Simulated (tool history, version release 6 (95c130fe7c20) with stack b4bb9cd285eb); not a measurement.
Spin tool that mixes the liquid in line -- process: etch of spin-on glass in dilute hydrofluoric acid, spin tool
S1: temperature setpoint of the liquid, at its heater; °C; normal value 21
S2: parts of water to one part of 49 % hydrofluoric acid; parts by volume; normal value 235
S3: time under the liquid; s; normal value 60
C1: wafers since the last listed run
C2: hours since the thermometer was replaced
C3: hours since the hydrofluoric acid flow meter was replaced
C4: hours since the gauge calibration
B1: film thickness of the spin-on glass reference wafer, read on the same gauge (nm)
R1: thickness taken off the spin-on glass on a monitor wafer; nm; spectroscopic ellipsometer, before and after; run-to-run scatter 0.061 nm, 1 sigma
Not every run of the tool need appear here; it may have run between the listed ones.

Run 1, hour 0: usual settings but S2 290 parts by volume; C1 0; C2 2718.8; C3 225.7; C4 2428.4; B1 109.99. Result: R1 7.23 nm.
At hour 35.4: thermometer replaced.
Run 2, hour 58.7: usual settings but S1 24.5 °C; C1 959; C2 23.3; C3 284.4; C4 2487.1; B1 110.01. Result: R1 10.63 nm.
Run 3, hour 97.6: usual settings but S1 24 °C; C1 647; C2 62.2; C3 323.3; C4 2526; B1 110.01. Result: R1 10.38 nm.
Run 4, hour 185.3: usual settings but S1 24 °C; C1 1458; C2 149.9; C3 411; C4 2613.7; B1 109.99. Result: R1 10.39 nm.
Run 5, hour 212.8: usual settings; C1 457; C2 177.4; C3 438.5; C4 2641.2; B1 110.05. Result: R1 9.31 nm.
Run 6, hour 273.4: usual settings; C1 1008; C2 238; C3 499.1; C4 2701.8; B1 109.98. Result: R1 9.28 nm.
Run 7, hour 301.7: usual settings; C1 470; C2 266.3; C3 527.4; C4 2730.1; B1 110.02. Result: R1 9.31 nm.
Run 8, hour 350: usual settings; C1 803; C2 314.6; C3 575.7; C4 2778.4; B1 110.02. Result: R1 9.32 nm.
At hour 356.8: hydrofluoric acid flow meter replaced.
Run 9, hour 443.1: usual settings but S2 270 parts by volume; C1 1532; C2 407.7; C3 86.3; C4 2871.5; B1 109.99. Result: R1 7.73 nm.
Run 10, hour 471: usual settings but S2 270 parts by volume; C1 464; C2 435.6; C3 114.2; C4 2899.4; B1 109.99. Result: R1 7.87 nm.
Run 11, hour 508: usual settings but S1 25 °C; C1 615; C2 472.6; C3 151.2; C4 2936.4; B1 110.01. Result: R1 10.73 nm.
Run 12, hour 551.9: usual settings but S2 280 parts by volume; C1 730; C2 516.5; C3 195.1; C4 2980.3; B1 110.02. Result: R1 7.44 nm.
Run 13, hour 612.6: usual settings but S2 140 parts by volume; C1 1009; C2 577.2; C3 255.8; C4 3041; B1 110.03. Result: R1 17.17 nm.
At hour 671.9: gauge calibrated.
Run 14, hour 682.4: usual settings but S1 17 °C, S2 320 parts by volume, S3 95 s; C1 1161; C2 647; C3 325.6; C4 10.5; B1 109.99. Result: R1 8.56 nm.
Run 15, hour 735.4: usual settings but S1 23.5 °C, S2 340 parts by volume, S3 80 s; C1 881; C2 700; C3 378.6; C4 63.5; B1 109.97. Result: R1 8.46 nm.
Run 16, hour 785.1: usual settings but S1 23 °C, S2 330 parts by volume, S3 30 s; C1 826; C2 749.7; C3 428.3; C4 113.2; B1 109.98. Result: R1 3.27 nm.
Run 17, hour 822.6: usual settings; C1 623; C2 787.2; C3 465.8; C4 150.7; B1 110. Result: R1 9.29 nm.
Run 18, hour 883.2: usual settings but S1 23 °C, S2 330 parts by volume, S3 30 s; C1 1008; C2 847.8; C3 526.4; C4 211.3; B1 109.99. Result: R1 3.26 nm.
Run 19, hour 941.4: usual settings; C1 968; C2 906; C3 584.6; C4 269.5; B1 110. Result: R1 9.19 nm.
Run 20, hour 969.9: usual settings but S3 35 s; C1 474; C2 934.5; C3 613.1; C4 298; B1 110.02. Result: R1 5.41 nm.
At hour 1007.2: hydrofluoric acid flow meter replaced.
Run 21, hour 1014.9: usual settings; C1 731; C2 979.5; C3 7.7; C4 343; B1 110. Result: R1 9.24 nm.
Run 22, hour 1066.5: usual settings but S3 30 s; C1 858; C2 1031.1; C3 59.3; C4 394.6; B1 110.02. Result: R1 4.63 nm.
Run 23, hour 1129: usual settings but S1 17.5 °C, S2 135 parts by volume; C1 1039; C2 1093.6; C3 121.8; C4 457.1; B1 110.01. Result: R1 15.67 nm.
Run 24, hour 1154.4: usual settings; C1 422; C2 1119; C3 147.2; C4 482.5; B1 110.01. Result: R1 9.3 nm.
Run 25, hour 1184: usual settings but S1 25.5 °C, S2 350 parts by volume; C1 492; C2 1148.6; C3 176.8; C4 512.1; B1 110. Result: R1 6.53 nm.
Run 26, hour 1246.1: usual settings but S3 75 s; C1 1033; C2 1210.7; C3 238.9; C4 574.2; B1 110.01. Result: R1 11.68 nm.
Run 27, hour 1300.7: usual settings; C1 908; C2 1265.3; C3 293.5; C4 628.8; B1 110.01. Result: R1 9.31 nm.
Run 28, hour 1362.6: usual settings; C1 1029; C2 1327.2; C3 355.4; C4 690.7; B1 109.99. Result: R1 9.26 nm.
Run 29, hour 1423.6: usual settings but S3 80 s; C1 1014; C2 1388.2; C3 416.4; C4 751.7; B1 109.95. Result: R1 12.39 nm.
Run 30, hour 1488.6: usual settings; C1 1081; C2 1453.2; C3 481.4; C4 816.7; B1 110.02. Result: R1 9.27 nm.
Run 31, hour 1532: usual settings but S1 23 °C, S2 125 parts by volume, S3 45 s; C1 721; C2 1496.6; C3 524.8; C4 860.1; B1 110. Result: R1 15.72 nm.
At hour 1575.6: hydrofluoric acid flow meter replaced.
Run 32, hour 1601: usual settings but S1 17 °C; C1 1131; C2 1565.6; C3 25.4; C4 929.1; B1 110.02. Result: R1 7.96 nm.
Run 33, hour 1628.3: usual settings but S3 85 s; C1 454; C2 1592.9; C3 52.7; C4 956.4; B1 110.04. Result: R1 13.35 nm.
Run 34, hour 1670.5: usual settings but S1 19.5 °C; C1 702; C2 1635.1; C3 94.9; C4 998.6; B1 110.01. Result: R1 8.89 nm.
Run 35, hour 1698.9: usual settings; C1 472; C2 1663.5; C3 123.3; C4 1027; B1 109.98. Result: R1 9.29 nm.

What was the tool's hidden state at every run in the log?
liquid hotter than its thermometer reads (K): 0, the same for each run
hydrofluoric acid flow above the setpoint (%): 0, the same for each run
gauge reads high (%): 0, the same for each run
